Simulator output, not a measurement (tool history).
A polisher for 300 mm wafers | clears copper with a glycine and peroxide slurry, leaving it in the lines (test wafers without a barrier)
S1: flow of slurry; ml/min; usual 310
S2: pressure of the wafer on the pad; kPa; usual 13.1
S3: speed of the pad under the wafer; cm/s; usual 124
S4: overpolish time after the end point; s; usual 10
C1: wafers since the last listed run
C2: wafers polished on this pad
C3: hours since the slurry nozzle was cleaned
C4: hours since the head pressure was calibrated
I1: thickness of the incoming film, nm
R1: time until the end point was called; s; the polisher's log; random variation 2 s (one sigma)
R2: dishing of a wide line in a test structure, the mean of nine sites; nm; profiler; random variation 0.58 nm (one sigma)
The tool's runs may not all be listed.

| run | hour | S1 | S2 | S3 | S4 | C1 | C2 | C3 | C4 | I1 | R1 | R2 |
|---|---|---|---|---|---|---|---|---|---|---|---|---|
| 1 | 0.0 | 310 | 16.5 | 124 | 10 | 0 | 373 | 19.1 | 36.2 | 454.2 | 97.2 | 30.8 |
| 2 | 26.1 | 310 | 13.1 | 124 | 10 | 171 | 544 | 45.2 | 62.3 | 453.3 | 119.2 | 25.6 |
| 3 | 38.4 | 310 | 13.1 | 124 | 10 | 80 | 624 | 57.5 | 74.6 | 449.0 | 120.0 | 26.7 |
| 4 | 65.1 | 365 | 13.1 | 110 | 10 | 174 | 799 | 84.2 | 101.3 | 447.7 | 126.1 | 25.3 |
| 5 | 95.8 | 365 | 13.1 | 110 | 10 | 201 | 1001 | 114.9 | 132.0 | 455.8 | 137.4 | 24.4 |
| 6 | 121.8 | 310 | 13.1 | 124 | 10 | 170 | 1171 | 140.9 | 158.0 | 455.8 | 130.2 | 25.0 |
| 7 | 140.7 | 310 | 13.1 | 124 | 10 | 123 | 1295 | 159.8 | 176.9 | 457.2 | 129.6 | 24.4 |
| 8 | 160.9 | 310 | 13.1 | 124 | 10 | 132 | 1427 | 180.0 | 197.1 | 458.9 | 135.4 | 23.5 |
|  | 167.5 | worn pad replaced by a new one |
| 9 | 186.6 | 255 | 13.1 | 124 | 12 | 142 | 125 | 205.7 | 222.8 | 456.6 | 118.7 | 31.8 |
| 10 | 206.5 | 255 | 13.1 | 124 | 12 | 130 | 255 | 225.6 | 242.7 | 450.4 | 117.9 | 32.2 |
| 11 | 222.0 | 310 | 13.1 | 124 | 12 | 101 | 357 | 241.1 | 258.2 | 459.8 | 119.6 | 31.7 |
| 12 | 255.8 | 310 | 13.1 | 98 | 9 | 221 | 578 | 274.9 | 292.0 | 458.6 | 136.1 | 21.8 |
| 13 | 285.3 | 245 | 13.1 | 104 | 10 | 193 | 771 | 304.4 | 321.5 | 451.7 | 132.9 | 23.8 |
| 14 | 319.6 | 310 | 13.1 | 124 | 14 | 224 | 996 | 338.7 | 355.8 | 454.3 | 122.9 | 35.4 |
| 15 | 352.4 | 225 | 13.1 | 124 | 15 | 214 | 1211 | 371.5 | 388.6 | 459.7 | 131.4 | 36.4 |
|  | 374.0 | worn pad replaced by a new one |
| 16 | 374.5 | 360 | 10.3 | 124 | 15 | 118 | 3 | 393.6 | 410.7 | 453.0 | 138.8 | 34.2 |
| 17 | 396.2 | 310 | 13.1 | 124 | 10 | 142 | 145 | 415.3 | 432.4 | 459.2 | 118.9 | 26.4 |
| 18 | 425.3 | 345 | 13.1 | 124 | 14 | 190 | 336 | 444.4 | 461.5 | 451.5 | 113.7 | 35.3 |
| 19 | 451.5 | 225 | 13.1 | 124 | 15 | 171 | 507 | 470.6 | 487.7 | 450.5 | 121.8 | 34.6 |
| 20 | 476.7 | 310 | 13.1 | 124 | 7 | 165 | 673 | 495.8 | 512.9 | 455.1 | 125.2 | 18.4 |
| 21 | 495.0 | 210 | 10.3 | 86 | 5 | 119 | 793 | 514.1 | 531.2 | 454.2 | 175.5 | 9.8 |
| 22 | 515.2 | 215 | 15.2 | 124 | 15 | 132 | 925 | 534.3 | 551.4 | 458.4 | 117.7 | 38.6 |
|  | 547.7 | head pressure recalibrated |
| 23 | 566.6 | 310 | 13.1 | 124 | 4 | 323 | 1249 | 585.7 | 18.9 | 460.0 | 135.9 | 10.1 |
|  | 586.8 | worn pad replaced by a new one |
|  | 588.0 | slurry nozzle cleaned |
| 24 | 643.8 | 380 | 13.1 | 124 | 10 | 473 | 366 | 55.8 | 96.1 | 456.6 | 115.2 | 26.6 |
| 25 | 656.7 | 310 | 13.1 | 144 | 7 | 84 | 451 | 68.7 | 109.0 | 458.7 | 112.5 | 20.3 |
| 26 | 684.6 | 365 | 13.1 | 152 | 15 | 182 | 634 | 96.6 | 136.9 | 448.5 | 100.3 | 40.7 |
| 27 | 708.8 | 360 | 11.0 | 112 | 10 | 158 | 792 | 120.8 | 161.1 | 449.3 | 141.9 | 22.8 |
| 28 | 727.7 | 310 | 13.1 | 124 | 16 | 123 | 916 | 139.7 | 180.0 | 454.4 | 123.4 | 38.4 |
| 29 | 763.6 | 220 | 9.0 | 124 | 10 | 235 | 1151 | 175.6 | 215.9 | 455.3 | 169.9 | 19.4 |
| 30 | 776.4 | 210 | 9.7 | 84 | 10 | 83 | 1235 | 188.4 | 228.7 | 454.3 | 194.0 | 17.4 |
|  | 791.6 | worn pad replaced by a new one |
| 31 | 806.0 | 230 | 11.7 | 124 | 10 | 167 | 94 | 218.0 | 258.3 | 456.3 | 130.6 | 24.8 |
| 32 | 827.5 | 310 | 13.1 | 124 | 10 | 140 | 235 | 239.5 | 279.8 | 456.3 | 113.2 | 26.8 |
| 33 | 856.6 | 310 | 13.1 | 124 | 10 | 190 | 425 | 268.6 | 308.9 | 456.8 | 121.8 | 27.4 |

Forecast each of these 5 alternatives for the next run:
| A | 857.1 | 310 | 13.1 | 148 | 10 | 3 | 429 | 269.1 | 309.4 | 448.9 | ? | ? |
| B | 857.1 | 280 | 13.1 | 124 | 6 | 3 | 429 | 269.1 | 309.4 | 448.9 | ? | ? |
| C | 857.1 | 385 | 13.1 | 124 | 14 | 3 | 429 | 269.1 | 309.4 | 448.9 | ? | ? |
| D | 857.1 | 420 | 15.2 | 124 | 10 | 3 | 429 | 269.1 | 309.4 | 448.9 | ? | ? |
| E | 857.1 | 230 | 10.3 | 124 | 10 | 3 | 429 | 269.1 | 309.4 | 448.9 | ? | ? |

| run | R1 | R2 |
|---|---|---|
| A | 103.8 | 28.7 |
| B | 115.4 | 16.6 |
| C | 113.3 | 35.5 |
| D | 101.3 | 29.5 |
| E | 137.7 | 22.5 |
Without the tool's hidden state the same runs would have given:
| run | R1 | R2 |
|---|---|---|
| A | 101.6 | 29.2 |
| B | 113.0 | 17.0 |
| C | 110.9 | 36.1 |
| D | 99.1 | 30.0 |
| E | 134.8 | 22.9 |

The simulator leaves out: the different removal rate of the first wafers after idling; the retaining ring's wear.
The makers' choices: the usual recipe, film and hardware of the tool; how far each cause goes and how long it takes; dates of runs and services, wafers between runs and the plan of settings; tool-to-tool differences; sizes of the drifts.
